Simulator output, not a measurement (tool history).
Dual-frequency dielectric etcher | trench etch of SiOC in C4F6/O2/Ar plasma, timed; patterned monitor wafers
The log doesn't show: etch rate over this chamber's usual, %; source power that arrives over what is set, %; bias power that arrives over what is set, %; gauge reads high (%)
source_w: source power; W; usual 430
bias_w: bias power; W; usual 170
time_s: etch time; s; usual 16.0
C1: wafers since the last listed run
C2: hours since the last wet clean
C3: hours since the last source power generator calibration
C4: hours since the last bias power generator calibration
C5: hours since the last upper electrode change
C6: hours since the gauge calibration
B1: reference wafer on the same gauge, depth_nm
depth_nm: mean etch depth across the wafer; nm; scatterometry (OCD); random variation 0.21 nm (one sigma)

{"run": 1, "day": 0.0, "source_w": 430, "bias_w": 170, "time_s": 19.0, "C1": 0, "C2": 132.1, "C3": 1792.3, "C4": 3713.1, "C5": 1418.8, "C6": 696.9, "B1": 29.92, "depth_nm": 38.31}
{"run": 2, "day": 2.662, "source_w": 430, "bias_w": 170, "time_s": 19.0, "C1": 963, "C2": 196.0, "C3": 1856.2, "C4": 3777.0, "C5": 1482.7, "C6": 760.8, "B1": 29.97, "depth_nm": 38.22}
{"run": 3, "day": 4.629, "source_w": 430, "bias_w": 170, "time_s": 16.0, "C1": 711, "C2": 243.2, "C3": 1903.4, "C4": 3824.2, "C5": 1529.9, "C6": 808.0, "B1": 29.96, "depth_nm": 32.13}
{"run": 4, "day": 7.454, "source_w": 430, "bias_w": 170, "time_s": 16.0, "C1": 1021, "C2": 311.0, "C3": 1971.2, "C4": 3892.0, "C5": 1597.7, "C6": 875.8, "B1": 29.83, "depth_nm": 32.04}
{"run": 5, "day": 8.5, "source_w": 430, "bias_w": 170, "time_s": 16.0, "C1": 378, "C2": 336.1, "C3": 1996.3, "C4": 3917.1, "C5": 1622.8, "C6": 900.9, "B1": 29.9, "depth_nm": 32.12}
{"run": 6, "day": 9.617, "source_w": 430, "bias_w": 170, "time_s": 16.0, "C1": 403, "C2": 362.9, "C3": 2023.1, "C4": 3943.9, "C5": 1649.6, "C6": 927.7, "B1": 29.89, "depth_nm": 31.95}
{"day": 12.508, "done": "wet clean of the chamber"}
{"run": 7, "day": 12.529, "source_w": 430, "bias_w": 170, "time_s": 16.0, "C1": 691, "C2": 0.5, "C3": 2093.0, "C4": 4013.8, "C5": 1719.5, "C6": 997.6, "B1": 29.89, "depth_nm": 31.23}
{"run": 8, "day": 12.825, "source_w": 430, "bias_w": 170, "time_s": 16.0, "C1": 107, "C2": 7.6, "C3": 2100.1, "C4": 4020.9, "C5": 1726.6, "C6": 1004.7, "B1": 29.85, "depth_nm": 31.11}
{"run": 9, "day": 15.0, "source_w": 430, "bias_w": 145, "time_s": 16.0, "C1": 786, "C2": 59.8, "C3": 2152.3, "C4": 4073.1, "C5": 1778.8, "C6": 1056.9, "B1": 29.88, "depth_nm": 29.41}
{"day": 15.479, "done": "gauge calibrated"}
{"run": 10, "day": 16.488, "source_w": 430, "bias_w": 145, "time_s": 16.0, "C1": 538, "C2": 95.5, "C3": 2188.0, "C4": 4108.8, "C5": 1814.5, "C6": 24.2, "B1": 29.85, "depth_nm": 29.44}
{"run": 11, "day": 19.392, "source_w": 430, "bias_w": 170, "time_s": 16.0, "C1": 1050, "C2": 165.2, "C3": 2257.7, "C4": 4178.5, "C5": 1884.2, "C6": 93.9, "B1": 29.96, "depth_nm": 30.59}
{"run": 12, "day": 21.421, "source_w": 430, "bias_w": 170, "time_s": 16.0, "C1": 733, "C2": 213.9, "C3": 2306.4, "C4": 4227.2, "C5": 1932.9, "C6": 142.6, "B1": 29.93, "depth_nm": 30.33}
{"day": 22.638, "done": "wet clean of the chamber, repeated, since the last time left the tool worse"}
{"run": 13, "day": 22.692, "source_w": 430, "bias_w": 170, "time_s": 16.0, "C1": 97, "C2": 1.3, "C3": 2336.9, "C4": 4257.7, "C5": 1963.4, "C6": 173.1, "B1": 29.95, "depth_nm": 32.65}
{"run": 14, "day": 24.667, "source_w": 430, "bias_w": 170, "time_s": 16.0, "C1": 714, "C2": 48.7, "C3": 2384.3, "C4": 4305.1, "C5": 2010.8, "C6": 220.5, "B1": 29.89, "depth_nm": 32.86}
{"day": 25.058, "done": "source power generator calibrated"}
{"run": 15, "day": 25.725, "source_w": 430, "bias_w": 170, "time_s": 19.0, "C1": 322, "C2": 74.1, "C3": 16.0, "C4": 4330.5, "C5": 2036.2, "C6": 245.9, "B1": 29.88, "depth_nm": 38.52}
{"run": 16, "day": 27.083, "source_w": 430, "bias_w": 170, "time_s": 16.0, "C1": 491, "C2": 106.7, "C3": 48.6, "C4": 4363.1, "C5": 2068.8, "C6": 278.5, "B1": 29.92, "depth_nm": 32.79}
{"run": 17, "day": 28.804, "source_w": 430, "bias_w": 170, "time_s": 16.0, "C1": 622, "C2": 148.0, "C3": 89.9, "C4": 4404.4, "C5": 2110.1, "C6": 319.8, "B1": 29.86, "depth_nm": 32.57}
{"run": 18, "day": 30.521, "source_w": 520, "bias_w": 170, "time_s": 16.0, "C1": 620, "C2": 189.2, "C3": 131.1, "C4": 4445.6, "C5": 2151.3, "C6": 361.0, "B1": 29.85, "depth_nm": 34.54}
{"day": 30.788, "done": "bias power generator calibrated"}
{"day": 32.071, "done": "upper electrode replaced"}
{"run": 19, "day": 32.988, "source_w": 430, "bias_w": 170, "time_s": 16.0, "C1": 470, "C2": 248.4, "C3": 190.3, "C4": 52.8, "C5": 22.0, "C6": 420.2, "B1": 29.91, "depth_nm": 32.15}
{"run": 20, "day": 34.2, "source_w": 430, "bias_w": 170, "time_s": 14.0, "C1": 438, "C2": 277.5, "C3": 219.4, "C4": 81.9, "C5": 51.1, "C6": 449.3, "B1": 29.94, "depth_nm": 28.22}
{"day": 37.138, "done": "wet clean of the chamber"}
{"run": 21, "day": 37.158, "source_w": 430, "bias_w": 184, "time_s": 12.5, "C1": 708, "C2": 0.5, "C3": 290.4, "C4": 152.9, "C5": 122.1, "C6": 520.3, "B1": 29.91, "depth_nm": 26.11}
{"run": 22, "day": 38.533, "source_w": 330, "bias_w": 137, "time_s": 19.5, "C1": 497, "C2": 33.5, "C3": 323.4, "C4": 185.9, "C5": 155.1, "C6": 553.3, "B1": 29.99, "depth_nm": 34.59}
{"run": 23, "day": 40.775, "source_w": 430, "bias_w": 170, "time_s": 16.0, "C1": 810, "C2": 87.3, "C3": 377.2, "C4": 239.7, "C5": 208.9, "C6": 607.1, "B1": 29.81, "depth_nm": 32.53}
{"run": 24, "day": 42.571, "source_w": 510, "bias_w": 182, "time_s": 12.5, "C1": 649, "C2": 130.4, "C3": 420.3, "C4": 282.8, "C5": 252.0, "C6": 650.2, "B1": 29.83, "depth_nm": 27.44}
{"run": 25, "day": 44.796, "source_w": 510, "bias_w": 138, "time_s": 14.0, "C1": 804, "C2": 183.8, "C3": 473.7, "C4": 336.2, "C5": 305.4, "C6": 703.6, "B1": 30.0, "depth_nm": 28.76}
{"run": 26, "day": 45.896, "source_w": 380, "bias_w": 170, "time_s": 17.5, "C1": 397, "C2": 210.2, "C3": 500.1, "C4": 362.6, "C5": 331.8, "C6": 730.0, "B1": 29.9, "depth_nm": 34.24}
{"run": 27, "day": 47.783, "source_w": 500, "bias_w": 133, "time_s": 14.0, "C1": 682, "C2": 255.5, "C3": 545.4, "C4": 407.9, "C5": 377.1, "C6": 775.3, "B1": 29.99, "depth_nm": 27.98}
{"run": 28, "day": 50.012, "source_w": 480, "bias_w": 131, "time_s": 19.0, "C1": 806, "C2": 309.0, "C3": 598.9, "C4": 461.4, "C5": 430.6, "C6": 828.8, "B1": 29.84, "depth_nm": 36.95}

Hidden state or all else? Some run-to-run changes of depth_nm, split into what the settings, what came in and random variation would give without the hidden state, and what is left for the hidden state (with any gauge scatter that isn't in both results):
Run 6 -> 7: wet clean of the chamber. depth_nm -0.72 nm: hidden state -0.90, all else +0.18.
Run 12 -> 13: wet clean of the chamber, repeated, since the last time left the tool worse. depth_nm +2.32 nm: hidden state +2.21, all else +0.11.
Run 21 -> 22: source_w 430 -> 330, bias_w 184 -> 137, time_s 12.5 -> 19.5. depth_nm +8.48 nm: hidden state -0.06, all else +8.54.
Run 27 -> 28: source_w 500 -> 480, bias_w 133 -> 131, time_s 14.0 -> 19.0. depth_nm +8.97 nm: hidden state -0.27, all else +9.24.
